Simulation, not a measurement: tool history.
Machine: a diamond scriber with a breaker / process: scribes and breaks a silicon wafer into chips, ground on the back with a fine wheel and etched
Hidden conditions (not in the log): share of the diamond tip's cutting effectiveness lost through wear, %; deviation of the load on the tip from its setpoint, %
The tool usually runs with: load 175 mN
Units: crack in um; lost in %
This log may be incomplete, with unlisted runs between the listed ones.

run	hour	load	wafers since the last listed run	hours since the diamond tip was replaced	hours since the load on the tip was calibrated	incoming depth of the damage left on the back of the incoming wafer, um	crack	lost
1	0.0	186	0	208.1	465.9	0.74	12.69	1.20
2	46.9	186	304	255.0	512.8	0.35	12.88	1.40
3	92.9	186	298	301.0	558.8	0.34	12.43	1.50
4	146.8	175	349	354.9	612.7	0.50	12.60	1.71
5	180.5	208	218	388.6	646.4	0.52	13.72	1.27
6	208.5	175	181	416.6	674.4	0.79	12.06	1.72
# hour 241.1: diamond tip replaced by a new one
7	253.6	175	279	12.5	719.5	0.35	12.47	1.80
8	319.8	175	429	78.7	785.7	0.59	11.77	2.06
9	344.6	146	160	103.5	810.5	0.73	11.14	3.91
10	377.8	146	215	136.7	843.7	0.43	11.17	3.64
11	436.2	153	378	195.1	902.1	0.63	11.13	3.14
# hour 499.2: load on the tip recalibrated
12	560.2	153	791	319.1	61.0	0.79	12.24	2.02
13	587.9	153	179	346.8	88.7	0.47	11.65	2.04
# hour 598.5: diamond tip replaced by a new one
14	646.1	195	364	47.6	146.9	0.59	13.74	1.38
15	706.7	203	393	108.2	207.5	0.49	13.63	1.46
16	743.7	203	240	145.2	244.5	0.73	13.38	1.30
17	785.2	203	269	186.7	286.0	0.61	13.39	1.22
18	854.3	209	448	255.8	355.1	0.60	13.03	1.40
19	907.1	209	342	308.6	407.9	0.42	13.46	1.32
20	957.1	186	324	358.6	457.9	0.58	12.30	1.54
# hour 1009.9: diamond tip replaced by a new one
21	1024.1	139	421	14.2	524.9	0.53	10.68	4.67
22	1052.2	148	182	42.3	553.0	0.68	11.23	3.87
23	1077.0	159	160	67.1	577.8	0.54	11.67	2.82
24	1138.6	138	399	128.7	639.4	0.44	10.83	4.77
25	1175.5	192	239	165.6	676.3	0.64	12.97	1.52
26	1245.3	175	452	235.4	746.1	0.42	11.44	2.00
27	1301.2	175	362	291.3	802.0	0.80	12.13	1.81
# hour 1306.7: load on the tip recalibrated
28	1343.4	197	260	333.5	36.7	0.71	13.84	1.41
# hour 1388.8: diamond tip replaced by a new one
29	1389.3	175	284	0.5	82.6	0.55	12.27	1.36
30	1432.4	154	279	43.6	125.7	0.46	11.72	2.12
31	1489.1	132	367	100.3	182.4	0.67	10.64	4.72
32	1533.6	152	288	144.8	226.9	0.72	11.11	2.37
33	1573.2	175	256	184.4	266.5	0.37	12.48	1.54
34	1637.5	206	417	248.7	330.8	0.49	13.21	1.10
35	1707.7	225	455	318.9	401.0	0.34	13.80	1.63
36	1737.5	222	193	348.7	430.8	0.35	14.10	1.54
37	1803.9	175	430	415.1	497.2	0.64	11.94	1.80
# hour 1809.8: diamond tip replaced by a new one
38	1846.7	175	264	36.9	540.0	0.54	11.90	1.85
39	1876.8	134	195	67.0	570.1	0.31	10.83	5.57
40	1902.8	175	168	93.0	596.1	0.65	12.37	2.04

Each row is a separate what-if for the run after 40, all from the same tool condition, not one after another. Results?
A	1903.3	157	3	93.5	596.6	0.45	?	?
B	1903.3	188	3	93.5	596.6	0.45	?	?
C	1903.3	137	3	93.5	596.6	0.45	?	?
D	1903.3	193	3	93.5	596.6	0.45	?	?
E	1903.3	224	3	93.5	596.6	0.45	?	?

run	crack	lost
A	11.40	3.25
B	12.43	1.60
C	10.71	5.40
D	12.60	1.49
E	13.59	1.58
Take away the tool's hidden state, keep each run's random variation, and the runs would have read:
run	crack	lost
A	12.36	1.67
B	13.48	1.51
C	11.60	2.78
D	13.65	1.63
E	14.73	3.01

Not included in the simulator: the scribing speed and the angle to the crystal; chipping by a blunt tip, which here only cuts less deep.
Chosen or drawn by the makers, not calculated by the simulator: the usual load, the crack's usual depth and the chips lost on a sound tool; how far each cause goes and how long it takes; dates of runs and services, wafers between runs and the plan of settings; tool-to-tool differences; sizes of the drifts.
